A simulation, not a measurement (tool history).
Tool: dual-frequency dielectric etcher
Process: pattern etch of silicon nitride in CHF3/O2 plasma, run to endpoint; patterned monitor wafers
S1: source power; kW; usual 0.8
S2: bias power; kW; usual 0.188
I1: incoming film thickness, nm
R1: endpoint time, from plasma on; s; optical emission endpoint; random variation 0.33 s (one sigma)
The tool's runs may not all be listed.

run,day,S1,S2,I1,R1
1,0,0.8,0.188,109,62.1
2,0.817,0.8,0.188,108.6,61.3
3,1.867,0.65,0.213,108.9,62
# day 3.158: upper electrode replaced
4,3.179,0.8,0.169,107.8,63.8
5,3.771,0.8,0.169,108.6,64.3
6,4.808,0.8,0.169,109.4,64.6
7,5.558,0.68,0.188,108.5,64.2
8,6.092,0.68,0.188,108.2,64
9,6.625,0.68,0.188,108.7,64.3
10,7.504,0.8,0.211,107.9,58.1
# day 9.312: wet clean of the chamber
11,9.333,0.8,0.211,107.7,58.3
12,9.35,0.8,0.188,108.4,61.5
# day 9.667: source power generator calibrated
13,10.25,0.96,0.159,107.6,62.2
14,11.05,0.96,0.159,108.3,62.3
15,12.371,0.73,0.15,108.1,69.1
16,13.583,0.8,0.188,107.8,61.4
17,14.55,0.65,0.156,107.8,70.7
18,15.121,0.8,0.188,107.9,61.3
19,16.158,0.67,0.172,109.2,67.5
20,16.729,0.66,0.171,108.1,67.6
21,17.804,0.97,0.215,108.5,55.3
22,18.692,0.8,0.188,108.5,61.2
# day 19.554: bias power generator calibrated
23,19.575,1,0.216,109.1,54.8
24,20.079,0.8,0.169,107.8,64.3
25,21.421,0.8,0.188,107.1,61.2
26,22.358,0.8,0.188,108.3,61.3
27,23.483,0.86,0.143,109.1,67.7
28,23.983,0.71,0.215,108.6,60.7
29,25.112,0.8,0.188,107.1,60.8
30,25.733,0.68,0.231,108.2,58.5
31,26.242,0.62,0.188,108.8,66.4
32,27.062,0.64,0.23,108.8,60.9
33,28.492,0.8,0.188,107.9,61.6
34,29.062,0.8,0.188,108.8,61.5
35,30.492,0.63,0.188,108.1,65.4
36,31.533,0.69,0.211,108,60.6

3 ways to go on from here, each from the tool as it stands after run 36. What would each give?
A,31.55,0.8,0.188,108.1,?
B,31.55,0.64,0.228,108.1,?
C,31.55,0.91,0.145,108.1,?

run,R1
A,61.1
B,59.9
C,65.5
Without the tool's hidden state the same runs would have given:
run,R1
A,61.1
B,59.9
C,65.5
